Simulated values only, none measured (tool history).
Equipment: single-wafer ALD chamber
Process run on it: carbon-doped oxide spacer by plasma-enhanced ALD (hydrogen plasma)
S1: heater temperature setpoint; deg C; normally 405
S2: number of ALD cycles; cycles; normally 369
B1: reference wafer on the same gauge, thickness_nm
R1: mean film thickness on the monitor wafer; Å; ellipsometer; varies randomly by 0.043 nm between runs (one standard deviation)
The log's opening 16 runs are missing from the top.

run 17 hour=202.1 | S1=400 S2=369 | B1=16.743 | R1=177.16
run 18 hour=212.4 | S1=400 S2=369 | B1=16.76 | R1=178.17
-- hour=225.2 gauge calibrated
run 19 hour=227.8 | S1=405 S2=369 | B1=16.595 | R1=173.65
run 20 hour=242.1 | S1=405 S2=369 | B1=16.62 | R1=173.55
run 21 hour=252.1 | S1=405 S2=369 | B1=16.622 | R1=173.55
run 22 hour=263.9 | S1=405 S2=369 | B1=16.619 | R1=173.64
run 23 hour=271.3 | S1=397 S2=428 | B1=16.646 | R1=204.24
run 24 hour=288.1 | S1=410 S2=342 | B1=16.654 | R1=157.55
run 25 hour=300.5 | S1=405 S2=369 | B1=16.647 | R1=173.42
run 26 hour=312.6 | S1=405 S2=369 | B1=16.664 | R1=173.42
run 27 hour=330 | S1=405 S2=317 | B1=16.679 | R1=149.61
run 28 hour=339.1 | S1=418 S2=345 | B1=16.69 | R1=155.57
run 29 hour=355.9 | S1=416 S2=369 | B1=16.696 | R1=167.97
run 30 hour=373.6 | S1=405 S2=369 | B1=16.705 | R1=173.88
run 31 hour=389.7 | S1=400 S2=334 | B1=16.713 | R1=160.26
run 32 hour=400.4 | S1=405 S2=313 | B1=16.718 | R1=147.59
run 33 hour=415 | S1=415 S2=430 | B1=16.715 | R1=197.1
run 34 hour=431.6 | S1=405 S2=442 | B1=16.733 | R1=208.78
run 35 hour=466.2 | S1=405 S2=369 | B1=16.755 | R1=174.24
run 36 hour=473.6 | S1=393 S2=440 | B1=16.757 | R1=212.73
run 37 hour=481.3 | S1=405 S2=369 | B1=16.78 | R1=174.95
-- hour=494.2 gauge calibrated
run 38 hour=497.5 | S1=411 S2=404 | B1=16.583 | R1=186.53
run 39 hour=509.8 | S1=405 S2=369 | B1=16.587 | R1=172.43
run 40 hour=527.5 | S1=391 S2=322 | B1=16.616 | R1=153.85
run 41 hour=544.3 | S1=405 S2=296 | B1=16.625 | R1=139.13

5 ways to go on from here, each from the tool as it stands after run 41. What would each give?
run A hour=545.3 | S1=405 S2=369 | B1=? | R1=?
run B hour=545.3 | S1=405 S2=430 | B1=? | R1=?
run C hour=545.3 | S1=415 S2=409 | B1=? | R1=?
run D hour=545.3 | S1=417 S2=412 | B1=? | R1=?
run E hour=545.3 | S1=410 S2=423 | B1=? | R1=?

run=A B1=16.627 R1=172.71
run=B B1=16.627 R1=201.27
run=C B1=16.627 R1=185.76
run=D B1=16.627 R1=185.98
run=E B1=16.627 R1=195.05
Take away the tool's hidden state, keep each run's random variation, and the runs would have read:
run=A R1=172.47
run=B R1=200.98
run=C R1=185.5
run=D R1=185.72
run=E R1=194.78
